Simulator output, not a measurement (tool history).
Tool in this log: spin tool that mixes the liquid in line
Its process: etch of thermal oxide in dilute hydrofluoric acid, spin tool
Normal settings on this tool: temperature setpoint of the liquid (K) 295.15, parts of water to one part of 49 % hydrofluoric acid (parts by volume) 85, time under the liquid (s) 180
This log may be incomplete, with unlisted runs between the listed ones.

| run | hour | temperature setpoint of the liquid (K) | parts of water to one part of 49 % hydrofluoric acid (parts by volume) | time under the liquid (s) | wafers since the last listed run | hours since the thermometer was replaced | hours since the hydrofluoric acid flow meter was replaced | hours since the gauge calibration | read-back film thickness of the thermal oxide reference wafer, read on the same gauge (nm) | thickness taken off the thermal oxide on a monitor wafer (Å) |
|---|---|---|---|---|---|---|---|---|---|---|
| 1 | 0 | 298.65 | 85 | 180 | 0 | 2591.3 | 990.5 | 503.6 | 29.99 | 108 |
| 2 | 59.6 | 295.15 | 70 | 180 | 549 | 2650.9 | 1050.1 | 563.2 | 29.99 | 115.7 |
| 3 | 145.9 | 295.15 | 70 | 180 | 795 | 2737.2 | 1136.4 | 649.5 | 30 | 116.5 |
|  | 184.1 | gauge calibrated |
| 4 | 226.2 | 295.15 | 85 | 180 | 740 | 2817.5 | 1216.7 | 42.1 | 30.01 | 93.2 |
| 5 | 285.5 | 295.15 | 85 | 220 | 546 | 2876.8 | 1276 | 101.4 | 30.01 | 112.9 |
| 6 | 330 | 295.15 | 85 | 220 | 410 | 2921.3 | 1320.5 | 145.9 | 29.99 | 113.7 |
|  | 359.8 | thermometer replaced |
| 7 | 416.7 | 295.15 | 85 | 180 | 790 | 56.9 | 1407.2 | 232.6 | 30 | 100.9 |
| 8 | 465 | 296.65 | 85 | 95 | 445 | 105.2 | 1455.5 | 280.9 | 30 | 56.9 |
| 9 | 538.4 | 300.15 | 75 | 105 | 676 | 178.6 | 1528.9 | 354.3 | 29.99 | 83.1 |
|  | 566.9 | hydrofluoric acid flow meter replaced |
| 10 | 605.1 | 296.65 | 105 | 180 | 605 | 245.3 | 38.2 | 421 | 29.98 | 84.5 |
| 11 | 680.9 | 298.15 | 105 | 105 | 698 | 321.1 | 114 | 496.8 | 30.01 | 52.3 |
| 12 | 751.3 | 292.15 | 85 | 115 | 649 | 391.5 | 184.4 | 567.2 | 30 | 56.3 |
|  | 786.4 | gauge calibrated |
| 13 | 802.4 | 295.15 | 85 | 180 | 471 | 442.6 | 235.5 | 16 | 29.99 | 100.9 |
| 14 | 880.4 | 290.65 | 105 | 210 | 719 | 520.6 | 313.5 | 94 | 30 | 76.2 |

What does the tool deliver on the next run?
| 15 | 1132.6 | 295.15 | 100 | 70 | 2325 | 772.8 | 565.7 | 346.2 | ? | ? |

Run 15 measured read-back film thickness of the thermal oxide reference wafer, read on the same gauge (nm) 30.01, thickness taken off the thermal oxide on a monitor wafer (Å) 32.1.
Were there no unlogged condition in the tool, this run, its random variation unchanged, would have produced thickness taken off the thermal oxide on a monitor wafer (Å) 33.5.
